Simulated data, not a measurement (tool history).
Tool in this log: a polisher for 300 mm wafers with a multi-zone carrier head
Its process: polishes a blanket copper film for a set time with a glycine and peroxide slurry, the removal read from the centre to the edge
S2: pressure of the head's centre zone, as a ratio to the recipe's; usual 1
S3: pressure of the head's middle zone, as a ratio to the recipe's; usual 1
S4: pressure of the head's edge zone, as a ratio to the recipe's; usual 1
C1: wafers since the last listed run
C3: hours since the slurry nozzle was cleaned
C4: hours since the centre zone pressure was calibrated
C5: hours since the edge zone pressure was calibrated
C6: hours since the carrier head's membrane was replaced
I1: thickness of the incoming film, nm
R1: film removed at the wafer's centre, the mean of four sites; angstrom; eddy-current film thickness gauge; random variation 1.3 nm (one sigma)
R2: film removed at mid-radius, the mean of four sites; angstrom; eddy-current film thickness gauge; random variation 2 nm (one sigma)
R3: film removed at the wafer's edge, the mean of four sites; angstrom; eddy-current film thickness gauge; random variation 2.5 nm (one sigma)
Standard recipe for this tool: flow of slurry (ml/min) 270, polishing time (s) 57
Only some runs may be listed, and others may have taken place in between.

Run 1, hour 0: usual settings but S2 1.06; C1 0; wafers polished on this pad 1460; C3 98.3; C4 445.4; C5 314.5; C6 305.5; I1 917.1. Result: R1 2098 angstrom, R2 1942 angstrom, R3 1996 angstrom.
At hour 10.3: worn pad replaced by a new one.
Run 2, hour 42.8: usual settings; C1 286; wafers polished on this pad 240; C3 141.1; C4 488.2; C5 357.3; C6 348.3; I1 926.1. Result: R1 1950 angstrom, R2 1937 angstrom, R3 1993 angstrom.
Run 3, hour 113.7: usual settings; C1 524; wafers polished on this pad 764; C3 212; C4 559.1; C5 428.2; C6 419.2; I1 918.1. Result: R1 1940 angstrom, R2 1888 angstrom, R3 2024 angstrom.
Run 4, hour 141.6: usual settings; C1 206; wafers polished on this pad 970; C3 239.9; C4 587; C5 456.1; C6 447.1; I1 937.4. Result: R1 1934 angstrom, R2 1898 angstrom, R3 1941 angstrom.
Run 5, hour 185.2: usual settings; C1 322; wafers polished on this pad 1293; C3 283.5; C4 630.6; C5 499.7; C6 490.7; I1 914.1. Result: R1 1925 angstrom, R2 1850 angstrom, R3 2002 angstrom.
At hour 210: worn pad replaced by a new one.
Run 6, hour 240.5: usual settings; C1 379; wafers polished on this pad 225; C3 338.8; C4 685.9; C5 555; C6 546; I1 936.6. Result: R1 1884 angstrom, R2 1884 angstrom, R3 1963 angstrom.
Run 7, hour 280.8: usual settings; C1 297; wafers polished on this pad 523; C3 379.1; C4 726.2; C5 595.3; C6 586.3; I1 922.3. Result: R1 1917 angstrom, R2 1886 angstrom, R3 2005 angstrom.
Run 8, hour 333.3: usual settings but S3 0.91; C1 388; wafers polished on this pad 911; C3 431.6; C4 778.7; C5 647.8; C6 638.8; I1 925. Result: R1 1918 angstrom, R2 1747 angstrom, R3 1955 angstrom.
At hour 353.8: centre zone pressure recalibrated.
At hour 358.3: edge zone pressure recalibrated.
Run 9, hour 383: usual settings but S3 0.91; C1 337; wafers polished on this pad 1249; C3 481.3; C4 29.2; C5 24.7; C6 688.5; I1 931. Result: R1 1869 angstrom, R2 1727 angstrom, R3 1955 angstrom.
At hour 405.4: worn pad replaced by a new one.
Run 10, hour 423.4: usual settings; C1 269; wafers polished on this pad 132; C3 521.7; C4 69.6; C5 65.1; C6 728.9; I1 918.4. Result: R1 1869 angstrom, R2 1842 angstrom, R3 1957 angstrom.
Run 11, hour 465.6: usual settings but flow of slurry (ml/min) 215, S4 1.05, polishing time (s) 42; C1 312; wafers polished on this pad 444; C3 563.9; C4 111.8; C5 107.3; C6 771.1; I1 919.4. Result: R1 1343 angstrom, R2 1310 angstrom, R3 1405 angstrom.
At hour 482: carrier head's membrane replaced by a new one.
Run 12, hour 512.4: usual settings but S2 1.06; C1 309; wafers polished on this pad 753; C3 610.7; C4 158.6; C5 154.1; C6 30.4; I1 918.2. Result: R1 1996 angstrom, R2 1846 angstrom, R3 1958 angstrom.
At hour 535: slurry nozzle cleaned.
Run 13, hour 555.1: usual settings but flow of slurry (ml/min) 245, S4 1.06; C1 308; wafers polished on this pad 1062; C3 20.1; C4 201.3; C5 196.8; C6 73.1; I1 925.8. Result: R1 1985 angstrom, R2 1936 angstrom, R3 2133 angstrom.
At hour 613.1: worn pad replaced by a new one.
Run 14, hour 627: usual settings but S4 1.09; C1 502; wafers polished on this pad 102; C3 92; C4 273.2; C5 268.7; C6 145; I1 920.2. Result: R1 1984 angstrom, R2 1950 angstrom, R3 2128 angstrom.
Run 15, hour 690.7: usual settings but flow of slurry (ml/min) 215, S4 1.05, polishing time (s) 42; C1 470; wafers polished on this pad 573; C3 155.7; C4 336.9; C5 332.4; C6 208.7; I1 921.9. Result: R1 1412 angstrom, R2 1372 angstrom, R3 1491 angstrom.

Expected results for the next run?
Run 16, hour 746.5: usual settings; C1 412; wafers polished on this pad 986; C3 211.5; C4 392.7; C5 388.2; C6 264.5; I1 926.5. Result: R1 ?, R2 ?, R3 ?.

Run 16 measured R1 1936 angstrom, R2 1898 angstrom, R3 2003 angstrom.
With no hidden state in the tool, this same run would have given R1 2011 angstrom, R2 1965 angstrom, R3 2056 angstrom.
